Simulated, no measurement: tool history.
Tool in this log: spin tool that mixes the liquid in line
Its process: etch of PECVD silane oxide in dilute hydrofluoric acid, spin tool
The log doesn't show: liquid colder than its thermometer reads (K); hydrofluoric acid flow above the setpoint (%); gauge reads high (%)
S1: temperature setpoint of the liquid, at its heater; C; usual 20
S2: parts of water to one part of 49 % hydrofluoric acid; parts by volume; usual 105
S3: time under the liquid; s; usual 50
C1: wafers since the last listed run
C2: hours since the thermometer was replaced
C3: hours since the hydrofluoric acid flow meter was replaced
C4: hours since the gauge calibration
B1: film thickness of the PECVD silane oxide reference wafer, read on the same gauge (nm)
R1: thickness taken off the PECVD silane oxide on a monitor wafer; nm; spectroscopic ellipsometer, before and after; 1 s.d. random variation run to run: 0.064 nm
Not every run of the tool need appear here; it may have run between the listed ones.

run	day	S1	S2	S3	C1	C2	C3	C4	B1	R1
1	0	17	105	50	0	602.7	1422.6	38.6	150	7.98
2	0.946	17	105	50	294	625.4	1445.3	61.3	150.01	8.16
3	1.604	17	105	50	205	641.2	1461.1	77.1	149.97	8.01
4	2.625	20	130	50	317	665.7	1485.6	101.6	150.01	7.22
5	3.867	20	105	30	386	695.5	1515.4	131.4	150.01	5.58
6	4.712	20	105	50	263	715.8	1535.7	151.7	149.99	9.22
7	6.075	20	105	50	424	748.5	1568.4	184.4	149.98	9.18
8	7.438	20	105	50	424	781.2	1601.1	217.1	149.97	9.13
9	8.704	18	105	25	394	811.6	1631.5	247.5	150	4.18
10	9.254	18	105	25	171	824.8	1644.7	260.7	150.02	4.21
11	10.392	18	105	25	354	852.1	1672	288	150	4.13
# day 10.904: thermometer replaced
12	11.288	20	140	50	266	9.2	1693.5	309.5	149.99	7.25
13	12.171	20	140	50	275	30.4	1714.7	330.7	149.97	7.33
14	13.225	18.5	105	50	328	55.7	1740	356	149.99	9.35
# day 13.262: gauge calibrated
15	13.888	18.5	105	50	206	71.6	1755.9	15	149.99	9.32
16	14.612	24.5	65	50	225	89	1773.3	32.4	149.99	20.43
# day 14.992: hydrofluoric acid flow meter replaced
17	15.808	17	75	25	359	117.7	19.6	61.1	149.99	5.51
18	16.621	22	105	50	253	137.2	39.1	80.6	150	9.54
19	17.908	20	105	20	400	168.1	70	111.5	150.02	3.46
20	19.367	20	105	50	454	203.1	105	146.5	149.99	8.6
21	20.025	23.5	120	50	205	218.9	120.8	162.3	149.99	8.62
22	20.804	23.5	120	25	242	237.6	139.5	181	149.98	4.34
23	22.092	23	90	50	400	268.5	170.4	211.9	149.98	11.63
24	23.996	20	75	80	592	314.2	216.1	257.6	150.01	19.84
25	25.221	20	80	50	381	343.6	245.5	287	150	11.61
26	26.2	17	105	70	304	367.1	269	310.5	149.98	10.64
27	27.196	20	155	20	310	391	292.9	334.4	150	2.25
# day 28.321: gauge calibrated
28	28.425	20	105	50	382	420.5	322.4	2.5	149.99	8.72
29	29.329	24.5	140	35	281	442.2	344.1	24.2	150.01	5.23
30	30.392	20	105	50	330	467.7	369.6	49.7	150.02	8.56
31	31.125	24.5	140	35	228	485.3	387.2	67.3	150	5.22

4 ways to go on from here, each from the tool as it stands after run 31. What would each give?
A	31.142	20	105	40	5	485.7	387.6	67.7	?	?
B	31.142	17	105	75	5	485.7	387.6	67.7	?	?
C	31.142	20	65	50	5	485.7	387.6	67.7	?	?
D	31.142	25	150	80	5	485.7	387.6	67.7	?	?

run	B1	R1
A	150	6.8
B	150	11.23
C	150	14.32
D	150	11.1
Stripped of hidden state, with their random variation kept, the same runs would have yielded:
run	R1
A	7.06
B	11.69
C	14.92
D	11.43
